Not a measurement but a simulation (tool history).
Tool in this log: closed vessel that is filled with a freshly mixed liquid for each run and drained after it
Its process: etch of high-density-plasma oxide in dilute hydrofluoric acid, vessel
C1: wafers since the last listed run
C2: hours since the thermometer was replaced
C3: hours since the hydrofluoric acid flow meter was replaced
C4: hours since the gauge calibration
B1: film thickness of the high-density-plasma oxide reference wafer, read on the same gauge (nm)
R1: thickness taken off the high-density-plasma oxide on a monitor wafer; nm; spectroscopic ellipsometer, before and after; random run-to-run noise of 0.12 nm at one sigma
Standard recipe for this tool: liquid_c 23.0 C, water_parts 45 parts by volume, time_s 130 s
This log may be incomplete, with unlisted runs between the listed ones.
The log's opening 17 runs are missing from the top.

run 18 hour=811.4 | liquid_c=21.5 water_parts=60 time_s=155 | C1=4321 C2=443.5 C3=158.2 C4=1311.9 | B1=59.99 | R1=21.09
run 19 hour=866.3 | liquid_c=23.0 water_parts=45 time_s=130 | C1=3546 C2=498.4 C3=213.1 C4=1366.8 | B1=60.00 | R1=25.81
run 20 hour=901.5 | liquid_c=26.0 water_parts=45 time_s=130 | C1=2273 C2=533.6 C3=248.3 C4=1402.0 | B1=60.00 | R1=29.05
run 21 hour=942.0 | liquid_c=19.5 water_parts=40 time_s=130 | C1=2616 C2=574.1 C3=288.8 C4=1442.5 | B1=59.99 | R1=25.06
run 22 hour=992.1 | liquid_c=23.0 water_parts=45 time_s=130 | C1=3236 C2=624.2 C3=338.9 C4=1492.6 | B1=60.00 | R1=25.60
run 23 hour=1076.8 | liquid_c=23.0 water_parts=45 time_s=130 | C1=5471 C2=708.9 C3=423.6 C4=1577.3 | B1=59.99 | R1=25.79
-- hour=1126.9 gauge calibrated
run 24 hour=1132.7 | liquid_c=23.0 water_parts=45 time_s=130 | C1=3610 C2=764.8 C3=479.5 C4=5.8 | B1=59.99 | R1=25.76
run 25 hour=1321.2 | liquid_c=25.0 water_parts=60 time_s=160 | C1=12176 C2=953.3 C3=668.0 C4=194.3 | B1=59.99 | R1=25.32
run 26 hour=1353.8 | liquid_c=25.0 water_parts=60 time_s=80 | C1=2105 C2=985.9 C3=700.6 C4=226.9 | B1=60.00 | R1=12.74
run 27 hour=1405.5 | liquid_c=20.5 water_parts=45 time_s=195 | C1=3339 C2=1037.6 C3=752.3 C4=278.6 | B1=60.01 | R1=35.02
run 28 hour=1455.7 | liquid_c=23.0 water_parts=45 time_s=130 | C1=3242 C2=1087.8 C3=802.5 C4=328.8 | B1=60.02 | R1=25.86
run 29 hour=1521.9 | liquid_c=23.0 water_parts=45 time_s=190 | C1=4276 C2=1154.0 C3=868.7 C4=395.0 | B1=60.00 | R1=37.96
run 30 hour=1554.8 | liquid_c=18.0 water_parts=55 time_s=210 | C1=2125 C2=1186.9 C3=901.6 C4=427.9 | B1=59.99 | R1=27.40
run 31 hour=1598.0 | liquid_c=18.5 water_parts=50 time_s=130 | C1=2790 C2=1230.1 C3=944.8 C4=471.1 | B1=60.01 | R1=19.42
run 32 hour=1664.6 | liquid_c=28.0 water_parts=60 time_s=80 | C1=4302 C2=1296.7 C3=1011.4 C4=537.7 | B1=60.00 | R1=14.52

Below are 4 alternative next runs, each starting from the tool's condition after run 32. Predict each:
run A hour=1665.3 | liquid_c=23.0 water_parts=45 time_s=130 | C1=45 C2=1297.4 C3=1012.1 C4=538.4 | B1=? | R1=?
run B hour=1665.3 | liquid_c=25.5 water_parts=55 time_s=210 | C1=45 C2=1297.4 C3=1012.1 C4=538.4 | B1=? | R1=?
run C hour=1665.3 | liquid_c=23.0 water_parts=50 time_s=130 | C1=45 C2=1297.4 C3=1012.1 C4=538.4 | B1=? | R1=?
run D hour=1665.3 | liquid_c=23.0 water_parts=35 time_s=165 | C1=45 C2=1297.4 C3=1012.1 C4=538.4 | B1=? | R1=?

run=A B1=59.99 R1=26.00
run=B B1=59.99 R1=37.59
run=C B1=59.99 R1=23.25
run=D B1=59.99 R1=42.99
Had the tool no hidden state, the same runs would have come out as:
run=A R1=25.46
run=B R1=36.80
run=C R1=22.77
run=D R1=42.10
